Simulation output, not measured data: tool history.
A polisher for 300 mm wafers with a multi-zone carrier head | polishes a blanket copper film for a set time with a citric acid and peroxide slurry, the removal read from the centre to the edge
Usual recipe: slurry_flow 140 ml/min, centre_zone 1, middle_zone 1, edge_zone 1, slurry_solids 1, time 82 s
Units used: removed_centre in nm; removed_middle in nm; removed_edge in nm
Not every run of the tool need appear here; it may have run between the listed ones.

run	hour	slurry_flow	centre_zone	middle_zone	edge_zone	slurry_solids	time	incoming thickness of the incoming film, nm	removed_centre	removed_middle	removed_edge
1	0	175	1.1	1	1	1	82	967.1	197.8	180.9	181.8
2	22.3	155	1.07	1	1	1	82	975.5	188.5	179.9	176.8
3	50	140	1.04	1	1	1	82	985.6	179.4	173.4	174.9
4	85.3	140	1	1	1	1	82	965.4	168.3	171.7	172.1
5	111.8	140	1	1.09	1.12	0.7	66	966	131.5	143.9	141.7
6	139.8	185	1.11	1	0.93	1	82	969	200.2	183.5	173.7
7	153.4	140	1	1	1	1	82	962.1	167.2	170.7	171.1
8	172.2	140	1	1	1	1	82	969.6	164.9	169.2	173
9	273.6	140	1	1	1	1	82	983.2	165	170.2	169.9
10	300.3	140	1.09	1	0.94	1.15	96	979.8	212	198.4	193
11	329.5	140	1	1	1	1	82	960.2	158.3	164.6	167.1
12	361.9	180	1	1	0.94	1	82	967.5	174	176.4	169.7
13	383.9	140	1	1	1	1.3	64	959	129.7	133.3	136
14	412.2	140	1	1	1	1	82	972.1	158.4	162.2	165
15	437.1	175	1	1	1.04	0.9	82	976.2	164.4	168.5	172.1
16	468.6	140	1	1	1	1	82	971.5	154.9	159.9	168.1
17	504.3	140	0.93	1	1	1	82	967.5	144.3	158.1	163.7
18	538.5	140	1	1	1	1	82	980.5	152.4	158.7	164.9
19	570.2	140	1	1	1.04	0.9	93	972.7	193.2	196	198.9
20	586.8	140	1	1	1	1	101	972.4	211.8	210.2	214.4

Put back what was entered between runs (6 entries, withheld): which listed runs does each sit between, and how does the hidden state differ from the listed run before to the listed run after?
Logged between run 4 and run 5: worn pad replaced by a new one (hour 110.8)
  slurry flow missing at the pad, %: 7.67 -> 9.1
  measured minus no-state result, removed_centre: -3.6 -> -3.4 nm; removed_middle: -3.2 -> -3.2 nm; removed_edge: -2.3 -> -2.2 nm
Logged between run 10 and run 11: edge zone pressure recalibrated (hour 320.9); worn pad replaced by a new one (hour 327.2)
  slurry flow missing at the pad, %: 19.2 -> 20.8
  measured minus no-state result, removed_centre: -13.4 -> -11.2 nm; removed_middle: -11 -> -10.1 nm; removed_edge: -7.4 -> -7 nm
Logged between run 11 and run 12: carrier head's membrane replaced by a new one (hour 354.6)
  slurry flow missing at the pad, %: 20.8 -> 22.5
  measured minus no-state result, removed_centre: -11.2 -> -10.2 nm; removed_middle: -10.1 -> -9.2 nm; removed_edge: -7 -> -6.3 nm
Logged between run 18 and run 19: slurry nozzle cleaned (hour 540); worn pad replaced by a new one (hour 544.4)
  slurry flow missing at the pad, %: 32 -> 2.14
  measured minus no-state result, removed_centre: -20.2 -> -1 nm; removed_middle: -18.1 -> -0.9 nm; removed_edge: -12.7 -> -0.7 nm

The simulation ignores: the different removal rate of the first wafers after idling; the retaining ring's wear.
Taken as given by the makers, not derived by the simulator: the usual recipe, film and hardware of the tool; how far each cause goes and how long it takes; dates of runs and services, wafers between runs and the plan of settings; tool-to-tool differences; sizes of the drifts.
